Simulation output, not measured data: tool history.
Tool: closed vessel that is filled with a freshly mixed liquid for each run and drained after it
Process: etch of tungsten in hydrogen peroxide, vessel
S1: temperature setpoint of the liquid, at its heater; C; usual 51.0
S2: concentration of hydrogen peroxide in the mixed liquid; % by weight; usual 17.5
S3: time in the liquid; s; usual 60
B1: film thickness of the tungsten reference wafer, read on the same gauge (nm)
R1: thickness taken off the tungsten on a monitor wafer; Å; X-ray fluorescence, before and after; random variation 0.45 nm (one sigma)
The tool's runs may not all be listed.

run	hour	S1	S2	S3	B1	R1
1	0.0	51.0	13.5	60	50.02	1062.7
2	35.3	51.0	17.5	60	50.01	1206.2
3	49.5	51.0	17.5	60	50.00	1211.5
4	73.2	51.0	17.5	60	50.00	1205.2
5	101.5	51.0	17.5	60	50.02	1208.9
# hour 113.1: gauge calibrated
# hour 114.6: thermometer replaced
6	115.4	51.0	16.0	60	50.02	1151.2
7	138.6	57.0	13.0	60	49.98	1487.9
8	166.9	43.5	22.0	60	49.99	843.4
9	181.9	42.5	17.5	60	50.00	711.9
10	197.8	51.0	17.5	90	50.01	1818.8
11	220.5	46.0	16.0	85	50.01	1203.2
# hour 227.7: new drum of peroxide connected
12	236.6	57.5	22.0	90	49.99	3065.7
# hour 277.2: peroxide flow meter replaced
13	320.1	51.0	19.5	35	50.01	767.9
14	335.2	56.5	17.5	30	50.01	851.6
15	347.3	48.0	22.0	85	50.00	1628.9
16	370.9	60.5	17.5	60	49.99	2155.9
17	396.1	51.0	21.5	90	49.99	2055.5
18	428.5	51.0	17.5	60	50.00	1229.0
19	461.0	51.0	17.5	60	50.00	1228.2
20	489.0	41.5	13.5	60	49.98	595.6
21	524.4	51.0	17.5	60	50.01	1228.3
22	539.5	51.0	19.0	60	50.01	1289.0
23	561.8	51.0	17.5	45	50.00	921.0
24	588.8	51.0	22.0	60	50.00	1378.5
25	604.5	44.0	22.5	35	50.00	531.9
26	622.4	51.0	17.5	60	50.01	1235.3
27	635.8	51.0	19.5	75	50.00	1629.1
28	662.4	56.5	17.5	30	49.99	850.7
29	690.2	51.0	17.5	60	49.99	1232.0

5 ways to go on from here, each from the tool as it stands after run 29. What would each give?
A	690.9	51.0	17.5	60	?	?
B	690.9	58.5	17.5	60	?	?
C	690.9	42.5	12.5	70	?	?
D	690.9	45.5	17.5	70	?	?
E	690.9	51.0	19.0	75	?	?

run	B1	R1
A	50.00	1228.7
B	50.00	1917.9
C	50.00	712.9
D	50.00	1020.4
E	50.00	1600.3
Without the tool's hidden state the same runs would have given:
run	R1
A	1238.7
B	1933.6
C	718.8
D	1028.8
E	1613.4
